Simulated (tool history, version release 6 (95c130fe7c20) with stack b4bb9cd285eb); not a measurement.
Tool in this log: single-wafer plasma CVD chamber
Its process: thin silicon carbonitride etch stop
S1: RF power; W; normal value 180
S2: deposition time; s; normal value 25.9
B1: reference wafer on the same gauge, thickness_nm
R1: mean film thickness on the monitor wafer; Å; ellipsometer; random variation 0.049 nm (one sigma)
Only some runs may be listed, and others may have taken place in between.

run	day	S1	S2	B1	R1
1	0.000	180	25.9	12.094	142.06
# day 0.379: gauge calibrated
2	2.508	180	25.9	12.101	141.08
3	4.400	180	25.9	12.089	141.20
4	6.679	180	25.9	12.083	142.48
5	8.154	180	25.9	12.087	141.73
6	10.788	180	25.9	12.082	141.57
7	13.450	180	25.9	12.097	141.72
8	14.775	180	25.9	12.092	142.09
9	15.858	180	25.9	12.093	142.09
10	17.871	170	28.8	12.095	155.97
11	19.854	180	25.9	12.091	141.29
12	21.608	180	25.9	12.090	142.35
13	23.300	180	25.9	12.101	140.71
14	25.717	180	25.9	12.108	141.93
15	27.242	180	25.9	12.101	142.27
16	29.779	180	25.9	12.112	142.26
# day 30.854: showerhead replaced
17	31.742	180	25.9	12.103	141.61
18	33.842	145	27.3	12.070	142.76
19	36.342	165	25.9	12.102	138.90
20	38.900	180	25.9	12.111	142.64
21	41.712	180	25.9	12.098	141.43
22	42.850	210	25.9	12.089	146.09
23	44.196	180	25.9	12.102	142.03
# day 46.346: RF generator calibrated
24	46.888	180	23.7	12.100	130.11
25	47.929	180	25.9	12.071	141.55
# day 54.575: thermocouple changed; heater temperature recalibrated
26	55.112	195	22.8	12.100	126.88
27	57.900	145	30.9	12.088	161.42
# day 59.329: gauge calibrated
28	60.175	210	29.9	12.112	170.03
29	62.375	170	23.3	12.102	126.51
30	63.646	180	25.9	12.119	141.53
31	65.950	205	21.7	12.120	121.82
32	67.604	155	23.3	12.103	124.03
33	70.383	170	30.7	12.087	165.15
34	72.717	180	25.9	12.076	142.05
35	81.175	215	25.9	12.079	146.67
36	83.600	145	22.2	12.104	115.87

List, for all runs, the conditions of the tool that the log does not record:
wafer temperature above the value expected at the setpoint (K): 0 in every run
delivered RF power above the setpoint (%): 0 in every run
gauge reads high (%): 0 in every run

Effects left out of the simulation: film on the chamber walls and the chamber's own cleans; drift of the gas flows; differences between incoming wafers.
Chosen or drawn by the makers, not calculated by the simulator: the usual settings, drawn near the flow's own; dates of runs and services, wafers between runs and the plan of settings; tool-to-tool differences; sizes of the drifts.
